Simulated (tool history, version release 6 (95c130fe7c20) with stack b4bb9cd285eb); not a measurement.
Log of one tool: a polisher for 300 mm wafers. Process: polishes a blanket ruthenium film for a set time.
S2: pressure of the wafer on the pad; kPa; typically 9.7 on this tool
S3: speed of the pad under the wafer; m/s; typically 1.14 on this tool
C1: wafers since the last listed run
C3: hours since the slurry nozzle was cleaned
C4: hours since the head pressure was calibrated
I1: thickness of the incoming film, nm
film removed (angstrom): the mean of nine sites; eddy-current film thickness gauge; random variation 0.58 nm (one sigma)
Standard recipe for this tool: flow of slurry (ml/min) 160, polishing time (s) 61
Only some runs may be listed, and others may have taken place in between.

run 1 day=0 | flow_of_slurry_(ml/min)=160 S2=9.7 S3=1.14 polishing_time_(s)=61 | C1=0 wafers_polished_on_this_pad=2142 C3=1.8 C4=102.4 | I1=436 | film_removed_(angstrom)=451
-- day=2.171 worn pad replaced by a new one
run 2 day=2.738 | flow_of_slurry_(ml/min)=160 S2=9.7 S3=1.14 polishing_time_(s)=61 | C1=496 wafers_polished_on_this_pad=109 C3=67.5 C4=168.1 | I1=439 | film_removed_(angstrom)=482
run 3 day=4.75 | flow_of_slurry_(ml/min)=160 S2=6.9 S3=1.14 polishing_time_(s)=61 | C1=388 wafers_polished_on_this_pad=498 C3=115.8 C4=216.4 | I1=440.8 | film_removed_(angstrom)=343
run 4 day=9.071 | flow_of_slurry_(ml/min)=160 S2=9.7 S3=1.14 polishing_time_(s)=61 | C1=834 wafers_polished_on_this_pad=1333 C3=219.5 C4=320.1 | I1=435.6 | film_removed_(angstrom)=447
run 5 day=12.608 | flow_of_slurry_(ml/min)=160 S2=12.4 S3=1.14 polishing_time_(s)=61 | C1=683 wafers_polished_on_this_pad=2016 C3=304.4 C4=405 | I1=445.8 | film_removed_(angstrom)=547
-- day=15.804 worn pad replaced by a new one
run 6 day=15.825 | flow_of_slurry_(ml/min)=160 S2=12.4 S3=1.14 polishing_time_(s)=61 | C1=589 wafers_polished_on_this_pad=4 C3=381.6 C4=482.2 | I1=445.9 | film_removed_(angstrom)=600
run 7 day=24.917 | flow_of_slurry_(ml/min)=160 S2=11.7 S3=1.14 polishing_time_(s)=67 | C1=1756 wafers_polished_on_this_pad=1760 C3=599.8 C4=700.4 | I1=436.9 | film_removed_(angstrom)=562
-- day=24.971 slurry nozzle cleaned
-- day=25.262 head pressure recalibrated
run 8 day=26.546 | flow_of_slurry_(ml/min)=160 S2=11.7 S3=1.14 polishing_time_(s)=67 | C1=290 wafers_polished_on_this_pad=2051 C3=37.8 C4=30.8 | I1=432.7 | film_removed_(angstrom)=637
-- day=28.808 worn pad replaced by a new one
run 9 day=33.962 | flow_of_slurry_(ml/min)=160 S2=11.7 S3=1.14 polishing_time_(s)=67 | C1=1400 wafers_polished_on_this_pad=995 C3=215.8 C4=208.8 | I1=443.5 | film_removed_(angstrom)=644
run 10 day=38.046 | flow_of_slurry_(ml/min)=160 S2=9.7 S3=1.14 polishing_time_(s)=61 | C1=788 wafers_polished_on_this_pad=1784 C3=313.8 C4=306.8 | I1=442.8 | film_removed_(angstrom)=451
run 11 day=40.762 | flow_of_slurry_(ml/min)=160 S2=7.6 S3=1.14 polishing_time_(s)=77 | C1=524 wafers_polished_on_this_pad=2309 C3=379 C4=372 | I1=441.1 | film_removed_(angstrom)=428
-- day=42.379 worn pad replaced by a new one
run 12 day=43.75 | flow_of_slurry_(ml/min)=160 S2=9.7 S3=1.14 polishing_time_(s)=61 | C1=544 wafers_polished_on_this_pad=265 C3=450.7 C4=443.7 | I1=438.3 | film_removed_(angstrom)=469

Estimate the outcome of run 13 from the log above:
run 13 day=45.892 | flow_of_slurry_(ml/min)=160 S2=9.7 S3=1.14 polishing_time_(s)=61 | C1=413 wafers_polished_on_this_pad=678 C3=502.1 C4=495.1 | I1=440.6 | film_removed_(angstrom)=?

Run 13 yielded film removed (angstrom) 467.
Without the tool's hidden state the same run would have given film removed (angstrom) 546.
